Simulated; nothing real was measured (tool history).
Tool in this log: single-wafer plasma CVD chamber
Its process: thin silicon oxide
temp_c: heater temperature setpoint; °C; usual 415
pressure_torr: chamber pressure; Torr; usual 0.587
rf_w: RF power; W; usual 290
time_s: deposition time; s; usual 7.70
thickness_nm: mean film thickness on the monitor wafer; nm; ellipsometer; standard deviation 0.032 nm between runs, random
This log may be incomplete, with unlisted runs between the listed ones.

run    hour  temp_c  pressure_torr  rf_w  time_s  wafers since the last listed run  hours since the last thermocouple change  hours since the last RF generator calibration  hours since the last manometer calibration  hours since the showerhead was replaced  hours since the gauge calibration  read-back reference wafer on the same gauge, thickness_nm  thickness_nm
  1     0.0     415          0.587   290    7.70                                 0                                    1984.2                                          156.2                                       176.7                                     62.8                             2012.5                                                      9.692         9.490
  2    64.0     415          0.548   290    7.70                              3330                                    2048.2                                          220.2                                       240.7                                    126.8                             2076.5                                                      9.686         8.952
  3   107.0     412          0.587   290    7.70                              2237                                    2091.2                                          263.2                                       283.7                                    169.8                             2119.5                                                      9.697         9.546
  4   176.2     412          0.587   290    7.70                              3600                                    2160.4                                          332.4                                       352.9                                    239.0                             2188.7                                                      9.689         9.531
  5   225.1     424          0.587   290    7.70                              2544                                    2209.3                                          381.3                                       401.8                                    287.9                             2237.6                                                      9.695         9.482
  6   263.5     424          0.587   290    7.70                              1998                                    2247.7                                          419.7                                       440.2                                    326.3                             2276.0                                                      9.696         9.453
      282.3  -- gauge calibrated
  7   302.4     415          0.587   290    7.70                              2024                                    2286.6                                          458.6                                       479.1                                    365.2                               20.1                                                      9.687         9.513
  8   345.6     424          0.654   290    7.70                              2247                                    2329.8                                          501.8                                       522.3                                    408.4                               63.3                                                      9.690        10.351
  9   378.7     415          0.587   290    7.70                              1722                                    2362.9                                          534.9                                       555.4                                    441.5                               96.4                                                      9.693         9.548
 10   412.0     415          0.587   330    8.65                              1732                                    2396.2                                          568.2                                       588.7                                    474.8                              129.7                                                      9.688        11.362
 11   460.7     429          0.587   315    7.70                              2534                                    2444.9                                          616.9                                       637.4                                    523.5                              178.4                                                      9.693         9.874
 12   510.5     409          0.587   275    9.20                              2591                                    2494.7                                          666.7                                       687.2                                    573.3                              228.2                                                      9.689        11.053
 13   582.0     415          0.587   290    7.70                              3720                                    2566.2                                          738.2                                       758.7                                    644.8                              299.7                                                      9.688         9.513
      627.9  -- RF generator calibrated
      629.7  -- thermocouple changed; heater temperature recalibrated
 14   647.6     415          0.587   290    7.70                              2903                                      17.9                                           19.7                                       824.3                                    710.4                              365.3                                                      9.683         9.545
 15   710.3     415          0.587   240    7.70                              3262                                      80.6                                           82.4                                       887.0                                    773.1                              428.0                                                      9.691         8.593
 16   761.5     425          0.587   290    7.70                              2664                                     131.8                                          133.6                                       938.2                                    824.3                              479.2                                                      9.685         9.448
 17   821.0     421          0.460   290    8.97                              3096                                     191.3                                          193.1                                       997.7                                    883.8                              538.7                                                      9.687         9.003
 18   868.9     415          0.678   240    6.91                              2492                                     239.2                                          241.0                                      1045.6                                    931.7                              586.6                                                      9.694         8.774
     1044.3  -- capacitance manometer re-zeroed and calibrated
 19  1050.8     415          0.587   290    7.70                              9048                                     421.1                                          422.9                                         6.5                                   1113.6                              768.5                                                      9.693         9.515
 20  1121.2     415          0.587   290    7.70                              3663                                     491.5                                          493.3                                        76.9                                   1184.0                              838.9                                                      9.692         9.502
 21  1148.2     415          0.548   290    7.70                              1404                                     518.5                                          520.3                                       103.9                                   1211.0                              865.9                                                      9.687         9.015
 22  1177.2     410          0.450   290    7.70                              1509                                     547.5                                          549.3                                       132.9                                   1240.0                              894.9                                                      9.687         7.615
 23  1228.9     415          0.587   250    9.02                              2690                                     599.2                                          601.0                                       184.6                                   1291.7                              946.6                                                      9.692        10.394
 24  1265.2     406          0.700   240    6.73                              1888                                     635.5                                          637.3                                       220.9                                   1328.0                              982.9                                                      9.691         8.897
 25  1328.0     403          0.516   260    7.70                              3267                                     698.3                                          700.1                                       283.7                                   1390.8                             1045.7                                                      9.685         8.171
 26  1396.7     415          0.587   290    7.70                              3574                                     767.0                                          768.8                                       352.4                                   1459.5                             1114.4                                                      9.693         9.521
 27  1480.4     415          0.668   240    7.70                              4355                                     850.7                                          852.5                                       436.1                                   1543.2                             1198.1                                                      9.689         9.633
     1500.7  -- RF generator calibrated
 28  1506.1     415          0.587   255    8.27                               921                                     876.4                                            5.4                                       461.8                                   1568.9                             1223.8                                                      9.692         9.573
 29  1557.9     415          0.587   290    7.70                              2695                                     928.2                                           57.2                                       513.6                                   1620.7                             1275.6                                                      9.691         9.601
 30  1617.7     415          0.470   305    7.70                              3111                                     988.0                                          117.0                                       573.4                                   1680.5                             1335.4                                                      9.688         8.029

Describe how what the log doesn't record of the tool's condition differs between the last listed run preceding each entry between runs and the first listed run following it.
From run 6 to run 7: gauge calibrated (hour 282.3)
  no difference in the tool's unlogged condition between these two runs
From run 13 to run 14: RF generator calibrated (hour 627.9); thermocouple changed; heater temperature recalibrated (hour 629.7)
  no difference in the tool's unlogged condition between these two runs
From run 18 to run 19: capacitance manometer re-zeroed and calibrated (hour 1044.3)
  no difference in the tool's unlogged condition between these two runs
From run 27 to run 28: RF generator calibrated (hour 1500.7)
  no difference in the tool's unlogged condition between these two runs

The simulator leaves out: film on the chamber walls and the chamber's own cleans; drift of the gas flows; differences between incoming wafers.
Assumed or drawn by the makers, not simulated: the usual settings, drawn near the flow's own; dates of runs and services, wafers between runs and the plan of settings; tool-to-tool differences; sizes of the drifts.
